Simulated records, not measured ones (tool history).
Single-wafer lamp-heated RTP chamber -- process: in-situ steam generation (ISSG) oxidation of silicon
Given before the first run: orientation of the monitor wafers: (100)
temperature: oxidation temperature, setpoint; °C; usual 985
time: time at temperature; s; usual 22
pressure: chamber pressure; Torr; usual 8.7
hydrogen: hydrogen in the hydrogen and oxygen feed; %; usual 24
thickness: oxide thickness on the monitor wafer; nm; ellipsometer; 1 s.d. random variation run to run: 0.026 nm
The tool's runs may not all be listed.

run	hour	temperature	time	pressure	hydrogen	wafers since the last listed run	wafers since the last pyrometer calibration	hours since the pressure gauge was zeroed	hours since the hydrogen flow controller was replaced	hours since the gauge calibration	read-back reference wafer on the same gauge, thickness	thickness
1	0.0	985	22	9.5	24	0	950	1792.2	5195.8	342.2	5.747	5.523
2	103.0	985	22	9.5	24	1971	2921	1895.2	5298.8	445.2	5.736	5.609
3	201.4	985	22	8.7	24	1883	4805	1993.6	5397.2	543.6	5.749	5.714
4	274.3	985	22	8.7	24	1395	6200	2066.5	5470.1	616.5	5.734	5.786
# hour 353.1: pyrometer window cleaned and pyrometer calibrated
5	357.9	985	22	8.7	24	1447	92	2150.1	5553.7	700.1	5.749	5.580
6	440.9	985	22	8.7	24	1588	1681	2233.1	5636.7	783.1	5.739	5.621
7	480.1	985	22	8.7	24	750	2431	2272.3	5675.9	822.3	5.745	5.641
8	521.1	985	22	8.7	24	784	3216	2313.3	5716.9	863.3	5.738	5.627
9	587.8	985	22	8.7	17	1276	4493	2380.0	5783.6	930.0	5.743	5.284
10	643.0	985	22	8.7	24	1056	5549	2435.2	5838.8	985.2	5.735	5.695
# hour 711.3: pyrometer window cleaned and pyrometer calibrated
11	725.3	985	22	8.7	24	1422	268	2517.5	5921.1	1067.5	5.741	5.633
12	787.8	992	22	8.7	24	1196	1465	2580.0	5983.6	1130.0	5.740	5.730
# hour 796.5: gauge calibrated
# hour 828.9: hydrogen flow controller replaced
13	839.9	968	22	8.7	29	844	2309	2632.1	11.0	43.4	5.728	5.578
14	945.3	985	25	8.7	32	2017	4326	2737.5	116.4	148.8	5.733	6.443
# hour 969.8: pressure gauge zeroed
15	1021.5	1002	22	8.7	21	1305	5632	51.7	192.6	225.0	5.755	5.975
# hour 1055.7: pyrometer window cleaned and pyrometer calibrated
16	1059.9	975	17	7.7	30	581	81	90.1	231.0	263.4	5.734	5.095
17	1143.7	998	22	8.7	24	1604	1685	173.9	314.8	347.2	5.753	5.944
18	1250.6	1003	22	8.7	24	2046	3731	280.8	421.7	454.1	5.754	6.119
19	1342.2	977	15	9.1	16	1753	5484	372.4	513.3	545.7	5.742	4.227

Forecast each of these 3 alternatives for the next run:
A	1342.6	985	22	8.7	24	7	5492	372.8	513.7	546.1	?	?
B	1342.6	985	22	8.1	30	7	5492	372.8	513.7	546.1	?	?
C	1342.6	996	14	9.4	24	7	5492	372.8	513.7	546.1	?	?

run	read-back reference wafer on the same gauge, thickness	thickness
A	5.745	5.685
B	5.745	6.039
C	5.745	4.798
What these runs would have given with no unlogged condition in the tool:
run	thickness
A	5.541
B	5.885
C	4.685
